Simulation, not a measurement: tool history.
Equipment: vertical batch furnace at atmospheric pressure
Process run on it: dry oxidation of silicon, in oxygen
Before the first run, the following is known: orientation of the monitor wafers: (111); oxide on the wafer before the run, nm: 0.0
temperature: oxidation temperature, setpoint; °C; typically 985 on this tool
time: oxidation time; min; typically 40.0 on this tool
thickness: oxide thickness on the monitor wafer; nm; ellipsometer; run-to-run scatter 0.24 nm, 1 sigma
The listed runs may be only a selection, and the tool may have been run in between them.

run	hour	temperature	time	wafers since the last listed run	hours since the last temperature calibration	hours since the boat lift was adjusted	hours since the gauge calibration	read-back reference wafer on the same gauge, thickness	thickness
1	0.0	985	40.0	0	4564.5	6122.2	269.1	43.26	47.43
2	18.2	985	40.0	340	4582.7	6140.4	287.3	43.30	47.81
3	31.7	985	40.0	252	4596.2	6153.9	300.8	43.30	48.04
4	65.9	985	24.5	640	4630.4	6188.1	335.0	43.32	34.39
5	98.1	985	24.5	603	4662.6	6220.3	367.2	43.24	34.03
6	116.4	985	24.5	342	4680.9	6238.6	385.5	43.27	34.09
7	134.1	985	40.0	331	4698.6	6256.3	403.2	43.35	48.00
8	157.3	985	40.0	434	4721.8	6279.5	426.4	43.31	47.64
9	172.2	985	31.0	279	4736.7	6294.4	441.3	43.33	40.39
# hour 214.5: gauge calibrated
# hour 245.7: boat lift adjusted
10	246.2	985	31.0	936	4810.7	0.5	31.7	43.27	39.82
11	249.8	985	40.0	67	4814.3	4.1	35.3	43.35	47.93
12	263.6	985	40.0	258	4828.1	17.9	49.1	43.33	48.10
13	295.8	985	40.0	603	4860.3	50.1	81.3	43.32	47.37
14	328.5	969	35.5	612	4893.0	82.8	114.0	43.33	38.65
15	349.3	995	60.0	389	4913.8	103.6	134.8	43.38	67.21
16	383.4	985	40.0	638	4947.9	137.7	168.9	43.34	48.16
17	412.7	985	40.0	548	4977.2	167.0	198.2	43.28	47.95
18	431.6	962	40.0	354	4996.1	185.9	217.1	43.31	39.93
19	456.8	968	40.0	472	5021.3	211.1	242.3	43.33	41.84
20	488.5	999	56.5	593	5053.0	242.8	274.0	43.31	67.17
21	517.5	973	57.5	543	5082.0	271.8	303.0	43.28	55.33
# hour 544.4: thermocouples replaced and temperature profile calibrated
22	611.1	1010	45.5	1303	66.7	365.4	396.6	43.26	63.16
23	638.2	964	40.0	507	93.8	392.5	423.7	43.33	40.76
24	652.1	972	24.0	260	107.7	406.4	437.6	43.24	30.43
25	664.7	985	40.0	236	120.3	419.0	450.2	43.28	47.91
26	679.1	1007	47.0	269	134.7	433.4	464.6	43.28	63.48
# hour 684.6: gauge calibrated
27	697.9	985	40.0	352	153.5	452.2	13.3	43.32	47.55
28	712.1	975	54.5	265	167.7	466.4	27.5	43.34	54.70

5 options for the next run, each taken on its own from the tool as it stands now. Forecast them:
A	715.8	985	40.0	69	171.4	470.1	31.2	?	?
B	715.8	974	27.5	69	171.4	470.1	31.2	?	?
C	715.8	960	58.0	69	171.4	470.1	31.2	?	?
D	715.8	970	50.5	69	171.4	470.1	31.2	?	?
E	715.8	1002	59.5	69	171.4	470.1	31.2	?	?

run	read-back reference wafer on the same gauge, thickness	thickness
A	43.28	47.74
B	43.28	34.01
C	43.28	50.38
D	43.28	49.71
E	43.28	70.95
Stripped of hidden state, with their random variation kept, the same runs would have yielded:
run	thickness
A	47.74
B	34.01
C	50.38
D	49.71
E	70.95
